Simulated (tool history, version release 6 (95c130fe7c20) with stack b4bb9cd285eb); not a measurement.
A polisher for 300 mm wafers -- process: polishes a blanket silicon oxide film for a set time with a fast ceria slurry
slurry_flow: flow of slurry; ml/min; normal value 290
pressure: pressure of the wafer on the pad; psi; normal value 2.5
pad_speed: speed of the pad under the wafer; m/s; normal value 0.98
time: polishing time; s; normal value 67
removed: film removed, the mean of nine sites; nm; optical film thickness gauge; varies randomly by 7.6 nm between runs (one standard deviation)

run,hour,slurry_flow,pressure,pad_speed,time,wafers since the last listed run,wafers polished on this pad,hours since the slurry nozzle was cleaned,hours since the head pressure was calibrated,"incoming thickness of the incoming film, nm",removed
1,0,290,2.5,0.98,67,0,647,297.3,214.3,2547.6,1072.8
# hour 3.6: slurry nozzle cleaned
2,64.3,290,2.5,0.98,67,546,1193,60.7,278.6,2586.3,1031.2
# hour 69.6: worn pad replaced by a new one
3,133.5,290,2.5,0.98,67,562,551,129.9,347.8,2597,1084.8
4,160.1,290,2.5,1.16,67,229,781,156.5,374.4,2600,1277.7
# hour 217.5: worn pad replaced by a new one, of another model than before
5,220.9,290,2.5,0.98,78,489,29,217.3,435.2,2595.5,1272.6
6,276.8,290,2.5,0.98,78,482,511,273.2,491.1,2614.1,1252.9
# hour 300.1: slurry nozzle cleaned
7,335.4,290,2.5,0.98,67,496,1008,35.3,549.7,2591.6,1038.6
8,367.8,290,2.5,1.16,49,279,1287,67.7,582.1,2545.5,792.6
# hour 388.1: worn pad replaced by a new one
9,399.7,290,2.5,0.98,88,240,99,99.6,614,2568.1,1465.8
10,426.3,215,2.5,0.98,67,229,329,126.2,640.6,2616.4,1068.2
# hour 522.3: head pressure recalibrated
# hour 539.9: worn pad replaced by a new one
# hour 546: slurry nozzle cleaned
11,550.6,290,2.5,0.98,67,1011,83,4.6,28.3,2549.7,1101.5
12,616.8,290,2.5,0.98,67,571,654,70.8,94.5,2584.1,1086.7

For run 13, what comes out?
13,657.4,290,2.5,0.98,47,350,1004,111.4,135.1,2550.4,?

removed: 748.2 nm
Take away the tool's hidden state, keep the run-to-run variation as it was, and the same run would have given removed 790 nm.

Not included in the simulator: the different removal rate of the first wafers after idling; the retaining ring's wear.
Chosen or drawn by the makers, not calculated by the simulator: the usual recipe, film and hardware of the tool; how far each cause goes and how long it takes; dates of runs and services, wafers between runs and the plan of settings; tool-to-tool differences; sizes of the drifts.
